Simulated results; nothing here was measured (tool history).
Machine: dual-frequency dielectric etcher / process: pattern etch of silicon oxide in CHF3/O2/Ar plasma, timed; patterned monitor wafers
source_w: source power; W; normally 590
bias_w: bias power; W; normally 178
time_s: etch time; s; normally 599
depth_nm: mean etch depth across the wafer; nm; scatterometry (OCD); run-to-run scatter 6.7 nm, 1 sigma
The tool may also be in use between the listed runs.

| run | hour | source_w | bias_w | time_s | read-back reference wafer on the same gauge, depth_nm | depth_nm |
|---|---|---|---|---|---|---|
| 1 | 0 | 590 | 178 | 599 | 1049.3 | 1256.2 |
| 2 | 31.4 | 590 | 178 | 599 | 1048.1 | 1276.9 |
| 3 | 45.9 | 590 | 178 | 599 | 1049.9 | 1275.4 |
| 4 | 58.7 | 590 | 178 | 599 | 1049.7 | 1268.2 |
| 5 | 75.3 | 590 | 178 | 599 | 1050.8 | 1280.9 |
| 6 | 100.3 | 590 | 178 | 599 | 1047.4 | 1278.9 |
| 7 | 132.5 | 480 | 178 | 496 | 1047.6 | 1001.2 |
| 8 | 170.8 | 590 | 178 | 599 | 1051.9 | 1293.3 |
| 9 | 185.7 | 590 | 178 | 599 | 1050.8 | 1286.5 |
| 10 | 207.2 | 590 | 178 | 599 | 1049.4 | 1291.4 |
| 11 | 236.5 | 520 | 203 | 500.5 | 1051.8 | 1091.7 |
| 12 | 255.8 | 590 | 191 | 524.5 | 1050.1 | 1160.1 |
| 13 | 270.4 | 590 | 178 | 445.5 | 1050.7 | 961.7 |
| 14 | 303.4 | 500 | 160 | 744 | 1048.2 | 1469 |
| 15 | 335.9 | 590 | 178 | 599 | 1049.9 | 1288.2 |
| 16 | 373.3 | 730 | 178 | 599 | 1051.2 | 1341.3 |
| 17 | 397 | 590 | 178 | 599 | 1050.8 | 1241 |
| 18 | 479.9 | 520 | 144 | 493.5 | 1048.3 | 927.8 |

Missing from the log above: 5 entries noted between runs. For each, name the pair of listed runs it sits between and say how the tool's hidden condition differs from the listed run just before to the listed run just after:
Between runs 7 and 8: gauge calibrated (hour 161.6); upper electrode replaced (hour 170.3)
  etch rate over this chamber's usual, %: 2.95 -> 3.24
  measured less the result without the state, depth_nm: +28.7 -> +40.6 nm
Between runs 11 and 12: source power generator calibrated (hour 245.3)
  etch rate over this chamber's usual, %: 3.74 -> 3.89
  measured less the result without the state, depth_nm: +39.3 -> +43.4 nm
Between runs 15 and 16: wet clean of the chamber (hour 365); bias power generator calibrated (hour 372.8)
  etch rate over this chamber's usual, %: 4.5 -> 0.0255
  measured less the result without the state, depth_nm: +55.5 -> +0.4 nm
